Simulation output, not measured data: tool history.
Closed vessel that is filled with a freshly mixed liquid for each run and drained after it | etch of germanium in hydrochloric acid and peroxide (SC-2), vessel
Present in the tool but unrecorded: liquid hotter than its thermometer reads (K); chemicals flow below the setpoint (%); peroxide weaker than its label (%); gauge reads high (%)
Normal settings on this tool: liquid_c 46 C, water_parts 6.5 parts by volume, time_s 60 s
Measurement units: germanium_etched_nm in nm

run	day	liquid_c	water_parts	time_s	wafers since the last listed run	hours since the thermometer was replaced	hours since the chemicals flow meter was replaced	hours since the drum of peroxide was connected	hours since the gauge calibration	read-back film thickness of the germanium reference wafer, read on the same gauge (nm)	germanium_etched_nm
1	0	46	6.5	60	0	223.4	1049.8	55.4	622.1	39.99	146.01
2	2.562	46	6.5	60	9029	284.9	1111.3	116.9	683.6	40.04	146.86
3	4.262	46	6.5	60	5990	325.7	1152.1	157.7	724.4	39.99	147.93
4	7.167	53	6.5	60	10233	395.4	1221.8	227.4	794.1	39.99	185.63
5	14.454	53	6.5	60	25680	570.3	1396.7	402.3	969	39.95	187.73
6	16.429	53	6.5	60	6959	617.7	1444.1	449.7	1016.4	39.98	190.89
# day 18.862: gauge calibrated
7	18.958	46	8	60	8912	678.4	1504.8	510.4	2.3	39.96	149.42
8	21.029	46	8	60	7297	728.1	1554.5	560.1	52	40	148.3
9	23.8	46	6.5	60	9764	794.6	1621	626.6	118.5	39.97	151.49
# day 26.254: thermometer replaced
10	26.712	46	8.5	35	10116	11	1690.9	696.5	188.4	40	91.07
# day 27.162: new drum of peroxide connected
# day 27.733: chemicals flow meter replaced
11	29.146	46	6.5	70	8281	69.4	33.9	47.6	246.8	39.99	186.27
12	30.196	46	6.5	40	3700	94.6	59.1	72.8	272	39.99	106.61
13	33.021	51.5	4	45	9955	162.4	126.9	140.6	339.8	39.99	146.42
14	34.558	46	6.5	60	5417	199.3	163.8	177.5	376.7	40.02	162.44
# day 35.067: thermometer replaced, repeated, since the last time left the tool worse
15	35.758	36	5.5	45	4081	16.6	192.6	206.3	405.5	40	77.39
16	37.929	46	6.5	45	7649	68.7	244.7	258.4	457.6	40.01	108.05

Alternative continuations, all from the tool just after run 16; predict every row:
A	37.958	40.5	6.5	60	102	69.4	245.4	259.1	458.3	?	?
B	37.958	41	6.5	50	102	69.4	245.4	259.1	458.3	?	?
C	37.958	55.5	4.5	80	102	69.4	245.4	259.1	458.3	?	?

run	read-back film thickness of the germanium reference wafer, read on the same gauge (nm)	germanium_etched_nm
A	39.99	122.34
B	39.99	103.7
C	39.99	268.6
Without the tool's unlogged condition, the same runs would have read:
run	germanium_etched_nm
A	121.59
B	103.07
C	267.1
